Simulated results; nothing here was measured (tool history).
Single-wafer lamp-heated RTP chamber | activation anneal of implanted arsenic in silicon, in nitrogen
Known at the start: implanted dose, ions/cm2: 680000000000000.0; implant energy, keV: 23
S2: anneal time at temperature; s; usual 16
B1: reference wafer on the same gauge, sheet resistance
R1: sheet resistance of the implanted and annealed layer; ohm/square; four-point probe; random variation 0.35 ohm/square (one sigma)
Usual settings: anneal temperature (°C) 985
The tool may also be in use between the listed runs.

run 1 hour=0.0 | anneal_temperature_(°C)=985 S2=12 | B1=157.78 | R1=154.08
run 2 hour=41.6 | anneal_temperature_(°C)=985 S2=12 | B1=158.07 | R1=153.95
run 3 hour=81.6 | anneal_temperature_(°C)=985 S2=12 | B1=157.96 | R1=152.52
run 4 hour=137.3 | anneal_temperature_(°C)=985 S2=14 | B1=157.91 | R1=151.70
run 5 hour=170.0 | anneal_temperature_(°C)=985 S2=14 | B1=157.95 | R1=151.75
run 6 hour=220.9 | anneal_temperature_(°C)=985 S2=14 | B1=158.14 | R1=151.05
run 7 hour=260.5 | anneal_temperature_(°C)=985 S2=16 | B1=158.03 | R1=151.92
run 8 hour=285.2 | anneal_temperature_(°C)=985 S2=16 | B1=158.01 | R1=151.26
run 9 hour=403.2 | anneal_temperature_(°C)=985 S2=16 | B1=158.14 | R1=151.33
run 10 hour=434.5 | anneal_temperature_(°C)=985 S2=16 | B1=158.13 | R1=151.01
run 11 hour=494.8 | anneal_temperature_(°C)=985 S2=16 | B1=158.01 | R1=151.26
run 12 hour=547.3 | anneal_temperature_(°C)=985 S2=16 | B1=157.78 | R1=151.14
run 13 hour=577.8 | anneal_temperature_(°C)=985 S2=16 | B1=158.16 | R1=150.86
run 14 hour=645.0 | anneal_temperature_(°C)=972 S2=9 | B1=157.87 | R1=155.71
run 15 hour=686.3 | anneal_temperature_(°C)=959 S2=9 | B1=158.10 | R1=157.73
run 16 hour=757.9 | anneal_temperature_(°C)=960 S2=16 | B1=158.10 | R1=155.88
run 17 hour=815.7 | anneal_temperature_(°C)=958 S2=24 | B1=157.98 | R1=153.74
run 18 hour=943.5 | anneal_temperature_(°C)=985 S2=16 | B1=157.95 | R1=151.76
run 19 hour=1002.1 | anneal_temperature_(°C)=985 S2=16 | B1=157.90 | R1=151.67
run 20 hour=1034.2 | anneal_temperature_(°C)=985 S2=16 | B1=158.11 | R1=152.58
run 21 hour=1089.3 | anneal_temperature_(°C)=998 S2=10 | B1=157.97 | R1=152.74
run 22 hour=1135.3 | anneal_temperature_(°C)=985 S2=16 | B1=158.07 | R1=152.37
run 23 hour=1161.2 | anneal_temperature_(°C)=985 S2=10 | B1=158.06 | R1=154.26
run 24 hour=1196.2 | anneal_temperature_(°C)=957 S2=24 | B1=158.11 | R1=154.06
run 25 hour=1267.6 | anneal_temperature_(°C)=1009 S2=8 | B1=157.97 | R1=152.03
run 26 hour=1335.2 | anneal_temperature_(°C)=967 S2=24 | B1=158.00 | R1=152.44
run 27 hour=1402.9 | anneal_temperature_(°C)=985 S2=16 | B1=158.03 | R1=152.45
run 28 hour=1470.3 | anneal_temperature_(°C)=964 S2=8 | B1=158.05 | R1=159.57
run 29 hour=1499.0 | anneal_temperature_(°C)=985 S2=16 | B1=157.83 | R1=152.45
run 30 hour=1567.0 | anneal_temperature_(°C)=972 S2=25 | B1=158.02 | R1=152.02
run 31 hour=1626.9 | anneal_temperature_(°C)=968 S2=19 | B1=158.18 | R1=153.49
run 32 hour=1695.0 | anneal_temperature_(°C)=966 S2=9 | B1=158.05 | R1=157.85
run 33 hour=1799.7 | anneal_temperature_(°C)=985 S2=16 | B1=158.00 | R1=151.73
run 34 hour=1866.1 | anneal_temperature_(°C)=985 S2=16 | B1=158.11 | R1=151.66
run 35 hour=1905.5 | anneal_temperature_(°C)=1012 S2=10 | B1=158.02 | R1=150.83
run 36 hour=1951.1 | anneal_temperature_(°C)=962 S2=24 | B1=157.86 | R1=153.78
run 37 hour=1985.9 | anneal_temperature_(°C)=985 S2=16 | B1=158.03 | R1=152.06

Not shown: 9 entries that the log had between the listed runs. Between which runs, and how does the tool's hidden state differ before and after?
Between runs 5 and 6: reflector plate cleaned (hour 220.4)
  wafer temperature error from the tarnished reflector plate, K: 4.39 -> 7.47
  measured less the result without the state, R1: -0.63 -> -1.08 ohm/square
Between runs 8 and 9: pyrometer window cleaned and pyrometer calibrated (hour 371.6)
  wafer temperature error from the tarnished reflector plate, K: 7.52 -> 7.87
  measured less the result without the state, R1: -1.11 -> -1.16 ohm/square
Between runs 15 and 16: reflector plate cleaned, repeated, since the last time left the tool worse (hour 722.3)
  wafer temperature error from the tarnished reflector plate, K: 10 -> 0.267
  measured less the result without the state, R1: -1.37 -> -0.04 ohm/square
Between runs 17 and 18: pyrometer window cleaned and pyrometer calibrated (hour 848.9); gauge calibrated (hour 943.0)
  wafer temperature error from the tarnished reflector plate, K: 0.355 -> 0.833
  measured less the result without the state, R1: -0.05 -> -0.12 ohm/square
Between runs 25 and 26: reflector plate cleaned (hour 1296.1)
  wafer temperature error from the tarnished reflector plate, K: 3.78 -> 0.228
  measured less the result without the state, R1: -0.53 -> -0.04 ohm/square
Between runs 26 and 27: pyrometer window cleaned and pyrometer calibrated (hour 1362.3)
  wafer temperature error from the tarnished reflector plate, K: 0.228 -> 0.345
  measured less the result without the state, R1: -0.04 -> -0.05 ohm/square
Between runs 32 and 33: reflector plate cleaned (hour 1768.0)
  wafer temperature error from the tarnished reflector plate, K: 2.1 -> 0.314
  measured less the result without the state, R1: -0.28 -> -0.05 ohm/square
Between runs 33 and 34: pyrometer window cleaned and pyrometer calibrated (hour 1865.6)
  wafer temperature error from the tarnished reflector plate, K: 0.314 -> 0.416
  measured less the result without the state, R1: -0.05 -> -0.06 ohm/square

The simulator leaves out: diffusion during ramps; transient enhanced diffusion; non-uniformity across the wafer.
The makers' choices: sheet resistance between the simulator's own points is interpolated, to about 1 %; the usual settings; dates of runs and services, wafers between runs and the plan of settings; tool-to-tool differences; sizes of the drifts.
